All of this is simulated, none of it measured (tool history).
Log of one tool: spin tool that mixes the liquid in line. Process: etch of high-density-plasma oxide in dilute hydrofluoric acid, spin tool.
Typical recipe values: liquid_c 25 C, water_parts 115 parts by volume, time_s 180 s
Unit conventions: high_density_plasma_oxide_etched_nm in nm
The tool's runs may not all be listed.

run	hour	liquid_c	water_parts	time_s	wafers since the last listed run	hours since the thermometer was replaced	hours since the hydrofluoric acid flow meter was replaced	hours since the gauge calibration	read-back film thickness of the high-density-plasma oxide reference wafer, read on the same gauge (nm)	high_density_plasma_oxide_etched_nm
1	0	25	115	205	0	1328.7	2009.6	679.1	59.99	8.43
2	44.5	25	115	205	383	1373.2	2054.1	723.6	59.99	8.34
3	200.5	25	115	205	1343	1529.2	2210.1	879.6	59.99	8.3
4	237.6	28.5	115	115	319	1566.3	2247.2	916.7	59.98	5.28
5	293.7	28.5	115	115	483	1622.4	2303.3	972.8	60	5.27
6	355.2	28.5	115	115	529	1683.9	2364.8	1034.3	60.01	5.23
7	417.5	25	115	215	536	1746.2	2427.1	1096.6	60.02	8.55
# hour 429.9: hydrofluoric acid flow meter replaced
8	464.6	25	115	215	397	1793.3	34.7	1143.7	59.97	9.88
# hour 529.6: gauge calibrated
9	533.6	25	115	215	594	1862.3	103.7	4	60	9.87
10	592.8	25	115	180	510	1921.5	162.9	63.2	60	8.27
# hour 624.8: thermometer replaced
11	663	25	115	180	596	38.2	233.1	133.4	60.01	8.23
12	725.2	25	115	180	535	100.4	295.3	195.6	59.98	8.22
13	783.3	29.5	145	240	500	158.5	353.4	253.7	60.01	9.82
14	819.4	25	115	210	311	194.6	389.5	289.8	60	9.51
15	864.9	25	115	180	391	240.1	435	335.3	60.01	8.22
16	899.1	25	115	210	294	274.3	469.2	369.5	59.98	9.46
17	964.1	25	85	180	559	339.3	534.2	434.5	60.01	11.39
18	1014	28.5	60	140	429	389.2	584.1	484.4	60	15.02
19	1054.9	25	115	100	352	430.1	625	525.3	60.01	4.46
20	1124.7	28.5	85	110	601	499.9	694.8	595.1	60.02	7.93
21	1156.9	29.5	160	90	277	532.1	727	627.3	60.02	3.21
22	1184.9	21.5	145	110	241	560.1	755	655.3	60	3.24

Entry by entry between the runs, the difference in hidden state between the last listed run before and the first listed run after:
Runs 7 to 8: hydrofluoric acid flow meter replaced (hour 429.9)
  hydrofluoric acid flow below the setpoint (%): 12.3 -> 0.539
  what was measured, less what the result would be without the hidden state, high_density_plasma_oxide_etched_nm: -1.4 -> -0.06 nm
Runs 8 to 9: gauge calibrated (hour 529.6)
  hydrofluoric acid flow below the setpoint (%): 0.539 -> 0.868
  what was measured, less what the result would be without the hidden state, high_density_plasma_oxide_etched_nm: -0.06 -> -0.1 nm
Runs 10 to 11: thermometer replaced (hour 624.8)
  hydrofluoric acid flow below the setpoint (%): 1.15 -> 1.48
  what was measured, less what the result would be without the hidden state, high_density_plasma_oxide_etched_nm: -0.11 -> -0.14 nm
